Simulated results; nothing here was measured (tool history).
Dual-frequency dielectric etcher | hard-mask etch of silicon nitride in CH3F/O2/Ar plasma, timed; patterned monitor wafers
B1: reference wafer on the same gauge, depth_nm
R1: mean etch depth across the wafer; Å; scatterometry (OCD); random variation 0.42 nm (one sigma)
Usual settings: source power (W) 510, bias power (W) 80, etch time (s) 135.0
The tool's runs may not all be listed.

Run 1, day 0.000: usual settings; B1 90.9. Result: R1 1054 Å.
At day 1.896: wet clean of the chamber.
Run 2, day 1.946: usual settings; B1 91.1. Result: R1 1060 Å.
At day 2.575: gauge calibrated.
Run 3, day 9.179: usual settings but source power (W) 470, bias power (W) 85; B1 91.0. Result: R1 1045 Å.
Run 4, day 10.783: usual settings; B1 91.1. Result: R1 1057 Å.
At day 12.012: bias power generator calibrated.
Run 5, day 12.033: usual settings; B1 91.0. Result: R1 1053 Å.
Run 6, day 14.212: usual settings; B1 91.0. Result: R1 1059 Å.
Run 7, day 16.654: usual settings but bias power (W) 75; B1 91.0. Result: R1 1041 Å.
Run 8, day 18.771: usual settings but bias power (W) 75; B1 91.0. Result: R1 1041 Å.
At day 20.267: source power generator calibrated.
Run 9, day 21.479: usual settings but bias power (W) 75; B1 91.0. Result: R1 1040 Å.
At day 23.517: upper electrode replaced.
Run 10, day 23.538: usual settings but source power (W) 420, bias power (W) 89, etch time (s) 168.5; B1 91.1. Result: R1 1263 Å.
Run 11, day 25.388: usual settings but source power (W) 610, bias power (W) 100, etch time (s) 151.0; B1 91.0. Result: R1 1342 Å.
At day 27.854: gauge calibrated.
Run 12, day 28.129: usual settings; B1 91.0. Result: R1 1068 Å.
At day 29.179: wet clean of the chamber.
Run 13, day 29.496: usual settings but source power (W) 390, etch time (s) 165.5; B1 91.0. Result: R1 1172 Å.
Run 14, day 32.046: usual settings but source power (W) 470, etch time (s) 107.0; B1 91.0. Result: R1 813 Å.
Run 15, day 33.079: usual settings; B1 91.0. Result: R1 1064 Å.
Run 16, day 34.833: usual settings but source power (W) 440, etch time (s) 115.5; B1 91.0. Result: R1 858 Å.
Run 17, day 36.192: usual settings but source power (W) 460, bias power (W) 97, etch time (s) 149.5; B1 91.0. Result: R1 1177 Å.
Run 18, day 37.721: usual settings; B1 91.0. Result: R1 1061 Å.

5 ways to go on from here, each from the tool as it stands after run 18. What would each give?
Run A, day 37.742: usual settings but bias power (W) 71; B1 ?. Result: R1 ?.
Run B, day 37.742: usual settings but source power (W) 400; B1 ?. Result: R1 ?.
Run C, day 37.742: usual settings but bias power (W) 60, etch time (s) 152.0; B1 ?. Result: R1 ?.
Run D, day 37.742: usual settings but source power (W) 580, bias power (W) 68, etch time (s) 109.5; B1 ?. Result: R1 ?.
Run E, day 37.742: usual settings but source power (W) 380, etch time (s) 102.0; B1 ?. Result: R1 ?.

run    B1    R1
  A  91.0  1026
  B  91.0   963
  C  91.0  1114
  D  91.0   865
  E  91.0   714
Without the tool's hidden state the same runs would have given:
run    R1
  A  1026
  B   963
  C  1114
  D   865
  E   714
